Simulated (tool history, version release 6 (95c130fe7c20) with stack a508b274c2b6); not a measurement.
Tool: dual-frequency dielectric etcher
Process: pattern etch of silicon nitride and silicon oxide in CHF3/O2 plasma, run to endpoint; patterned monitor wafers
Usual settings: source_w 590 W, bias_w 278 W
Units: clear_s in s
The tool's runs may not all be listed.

| run | hour | source_w | bias_w | incoming incoming film thickness, nm | clear_s |
|---|---|---|---|---|---|
| 1 | 0.0 | 670 | 278 | 161.6 | 95.3 |
| 2 | 61.7 | 590 | 278 | 159.8 | 101.6 |
| 3 | 112.6 | 590 | 318 | 160.1 | 93.5 |
| 4 | 141.8 | 590 | 318 | 159.7 | 93.7 |
| 5 | 186.5 | 590 | 278 | 160.7 | 101.6 |
| 6 | 236.6 | 590 | 278 | 161.0 | 102.2 |
| 7 | 261.4 | 590 | 278 | 160.1 | 101.1 |
|  | 319.1 | bias power generator calibrated |
| 8 | 319.6 | 590 | 278 | 161.5 | 102.3 |
|  | 340.6 | source power generator calibrated |
|  | 386.7 | wet clean of the chamber |
| 9 | 387.2 | 590 | 278 | 158.9 | 100.5 |
| 10 | 422.3 | 590 | 278 | 161.1 | 102.2 |
| 11 | 453.6 | 590 | 325 | 160.0 | 92.2 |
| 12 | 488.5 | 450 | 235 | 160.4 | 134.6 |
| 13 | 557.3 | 470 | 307 | 160.9 | 111.4 |
|  | 583.8 | upper electrode replaced |
| 14 | 652.7 | 720 | 278 | 160.7 | 90.0 |
| 15 | 719.5 | 590 | 217 | 159.5 | 117.0 |
| 16 | 770.4 | 730 | 278 | 161.1 | 90.4 |

3 ways to go on from here, each from the tool as it stands after run 16. What would each give?
| A | 770.9 | 590 | 278 | 161.1 | ? |
| B | 770.9 | 460 | 254 | 161.1 | ? |
| C | 770.9 | 510 | 331 | 161.1 | ? |

| run | clear_s |
|---|---|
| A | 101.9 |
| B | 126.4 |
| C | 101.2 |
Without the tool's hidden state the same runs would have given:
| run | clear_s |
|---|---|
| A | 101.9 |
| B | 126.4 |
| C | 101.2 |
